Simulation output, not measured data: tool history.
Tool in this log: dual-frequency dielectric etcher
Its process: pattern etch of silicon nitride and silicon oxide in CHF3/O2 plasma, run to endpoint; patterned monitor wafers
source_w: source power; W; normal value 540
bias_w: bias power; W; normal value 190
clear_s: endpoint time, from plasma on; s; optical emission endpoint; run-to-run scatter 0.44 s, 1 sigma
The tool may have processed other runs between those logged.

run,hour,source_w,bias_w,wafers since the last listed run,hours since the last wet clean,hours since the last source power generator calibration,hours since the last bias power generator calibration,hours since the last upper electrode change,"incoming incoming film thickness, nm",clear_s
1,0,540,190,0,500.8,2918.7,2586.4,3718.9,177.1,121.5
# hour 72.5: wet clean of the chamber
2,74.7,540,190,464,2.2,2993.4,2661.1,3793.6,175.1,122.9
3,127.7,540,190,485,55.2,3046.4,2714.1,3846.6,174.4,122.2
4,204.8,540,190,706,132.3,3123.5,2791.2,3923.7,176.4,123.8
5,303.4,540,190,903,230.9,3222.1,2889.8,4022.3,173.5,120.9
6,357.2,540,190,492,284.7,3275.9,2943.6,4076.1,174.1,121.1
7,442.3,540,190,779,369.8,3361,3028.7,4161.2,174.2,121
8,525.7,540,190,763,453.2,3444.4,3112.1,4244.6,175.9,120.7
9,613,540,190,799,540.5,3531.7,3199.4,4331.9,177.5,122.7
# hour 697.9: wet clean of the chamber
10,698.4,540,190,562,0.5,3617.1,3284.8,4417.3,174.6,123.6
# hour 746.8: source power generator calibrated
11,747.3,540,190,411,49.4,0.5,3333.7,4466.2,176,120
12,803.7,640,159,516,105.8,56.9,3390.1,4522.6,175.2,116.1
13,903.6,640,159,915,205.7,156.8,3490,4622.5,174,115.4
14,943.6,640,159,366,245.7,196.8,3530,4662.5,172.6,114.4
15,1027.2,540,166,765,329.3,280.4,3613.6,4746.1,174.4,123
16,1090.1,660,172,576,392.2,343.3,3676.5,4809,175.5,111.9
17,1166.1,420,190,696,468.2,419.3,3752.5,4885,175.4,133
18,1212.6,590,190,425,514.7,465.8,3799,4931.5,175.7,112.9
19,1283.5,580,190,649,585.6,536.7,3869.9,5002.4,174.1,111.9
20,1382,470,176,902,684.1,635.2,3968.4,5100.9,175.8,128.1
# hour 1421.7: bias power generator calibrated
# hour 1423.4: wet clean of the chamber
21,1484.3,540,190,884,60.9,737.5,62.6,5203.2,174.7,119.5
22,1559.8,410,156,691,136.4,813,138.1,5278.7,174.5,145.7
23,1654.9,670,210,871,231.5,908.1,233.2,5373.8,176.1,104.8
24,1735.6,490,229,739,312.2,988.8,313.9,5454.5,175.3,115.8
# hour 1783.7: upper electrode replaced
25,1811.2,410,207,472,387.8,1064.4,389.5,27.5,175.5,131.1
26,1865.7,600,231,499,442.3,1118.9,444,82,177.5,105.5
27,1932.9,540,236,615,509.5,1186.1,511.2,149.2,172.8,107.1
# hour 2001.4: wet clean of the chamber
28,2007.5,590,204,463,6.1,1260.7,585.8,223.8,175,113.1
29,2069.9,540,190,571,68.5,1323.1,648.2,286.2,177.5,122.9
30,2149.1,450,227,725,147.7,1402.3,727.4,365.4,176.2,124.4
31,2188.5,410,144,360,187.1,1441.7,766.8,404.8,174,151
32,2235.7,580,145,432,234.3,1488.9,814,452,175.2,126.2
33,2287.7,410,161,476,286.3,1540.9,866,504,175.4,146.2
34,2350.7,540,190,577,349.3,1603.9,929,567,174.7,118.6

Give the tool's hidden conditions for every run:
bias power that arrives over what is set, %: 0 on each run
H1: etch rate over this chamber's usual, %
H2: source power that arrives over what is set, %
run,H1,H2
1,2.43,-4.87
2,0.0937,-4.98
3,0.366,-5.05
4,0.761,-5.17
5,1.27,-5.31
6,1.54,-5.39
7,1.98,-5.51
8,2.41,-5.64
9,2.86,-5.76
10,0.0927,-5.89
11,0.344,0.482
12,0.633,0.4
13,1.15,0.254
14,1.35,0.195
15,1.78,0.0731
16,2.1,-0.0189
17,2.49,-0.13
18,2.73,-0.198
19,3.1,-0.302
20,3.6,-0.446
21,0.856,-0.595
22,1.24,-0.706
23,1.73,-0.845
24,2.15,-0.963
25,2.53,-1.07
26,2.81,-1.15
27,3.16,-1.25
28,0.0391,-1.36
29,0.359,-1.45
30,0.766,-1.57
31,0.968,-1.63
32,1.21,-1.69
33,1.48,-1.77
34,1.8,-1.86

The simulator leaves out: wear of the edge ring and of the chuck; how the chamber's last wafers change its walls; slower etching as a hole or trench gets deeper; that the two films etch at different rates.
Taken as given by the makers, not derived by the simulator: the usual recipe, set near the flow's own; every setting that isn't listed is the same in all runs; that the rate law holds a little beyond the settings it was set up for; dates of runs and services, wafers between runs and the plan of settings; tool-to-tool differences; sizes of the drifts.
